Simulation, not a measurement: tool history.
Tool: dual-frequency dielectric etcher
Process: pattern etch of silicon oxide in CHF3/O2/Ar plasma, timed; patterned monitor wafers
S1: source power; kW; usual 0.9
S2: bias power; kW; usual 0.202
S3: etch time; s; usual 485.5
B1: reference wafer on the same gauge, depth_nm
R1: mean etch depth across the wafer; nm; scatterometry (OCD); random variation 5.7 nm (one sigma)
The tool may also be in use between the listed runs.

run	hour	S1	S2	S3	B1	R1
1	0	0.9	0.202	485.5	1368.4	1260.3
# hour 20.9: source power generator calibrated
# hour 53.3: gauge calibrated
2	61	0.9	0.202	485.5	1368.6	1265.3
3	130.9	0.9	0.202	485.5	1368	1246.6
4	169.4	0.9	0.202	485.5	1369.9	1235.9
# hour 177: bias power generator calibrated
5	331.2	0.9	0.202	485.5	1368.2	1238.6
# hour 396.2: wet clean of the chamber, repeated, since the last time left the tool worse
6	396.7	0.9	0.202	485.5	1368.5	1179.7
7	409	0.9	0.202	485.5	1369.1	1180.4
8	480.4	0.9	0.202	485.5	1370.3	1168.4
9	530.5	0.9	0.202	485.5	1370.4	1159.3
10	571.3	0.72	0.223	485.5	1368.9	1150.3
11	621.8	0.78	0.202	405.5	1370.1	922
12	679	0.99	0.242	485.5	1368.9	1303.2
# hour 718.3: upper electrode replaced
13	748.7	0.9	0.233	485.5	1367.8	1239.8
14	779.6	0.9	0.159	536.5	1370.4	1107
# hour 825.2: wet clean of the chamber
15	825.7	1	0.18	583.5	1369.6	1390.2
16	876.3	1.09	0.202	560.5	1372	1448.1
17	942.2	0.8	0.172	447.5	1370.3	947.4
18	978.6	1.09	0.172	589.5	1370.2	1378.9
19	1010.5	1.07	0.243	485.5	1369.1	1355.2
20	1041.6	1.06	0.202	565	1368.4	1421.1
21	1087.6	0.9	0.202	485.5	1367.9	1158.5
22	1116.6	1.07	0.202	485.5	1369.1	1220.1
23	1144.8	1.07	0.231	485.5	1369.1	1317.3
24	1188.8	0.77	0.158	485.5	1370.4	954.4
# hour 1246.2: wet clean of the chamber
25	1258.7	0.9	0.202	571.5	1367.6	1400.9
26	1305.3	1.06	0.24	485.5	1371.2	1355.2
27	1360.7	0.9	0.202	485.5	1368.9	1173.9
28	1421.4	0.9	0.202	485.5	1368.5	1160.2
29	1461.7	0.99	0.232	536.5	1371.5	1420.3

Forecast each of these 4 alternatives for the next run:
A	1462.3	0.9	0.202	485.5	?	?
B	1462.3	0.9	0.202	420.5	?	?
C	1462.3	0.72	0.171	535	?	?
D	1462.3	0.9	0.202	620.5	?	?

run	B1	R1
A	1370.7	1160.6
B	1370.7	1005.2
C	1370.7	1091
D	1370.7	1483.3
Without the tool's hidden state the same runs would have given:
run	R1
A	1176.6
B	1019.1
C	1106
D	1503.8
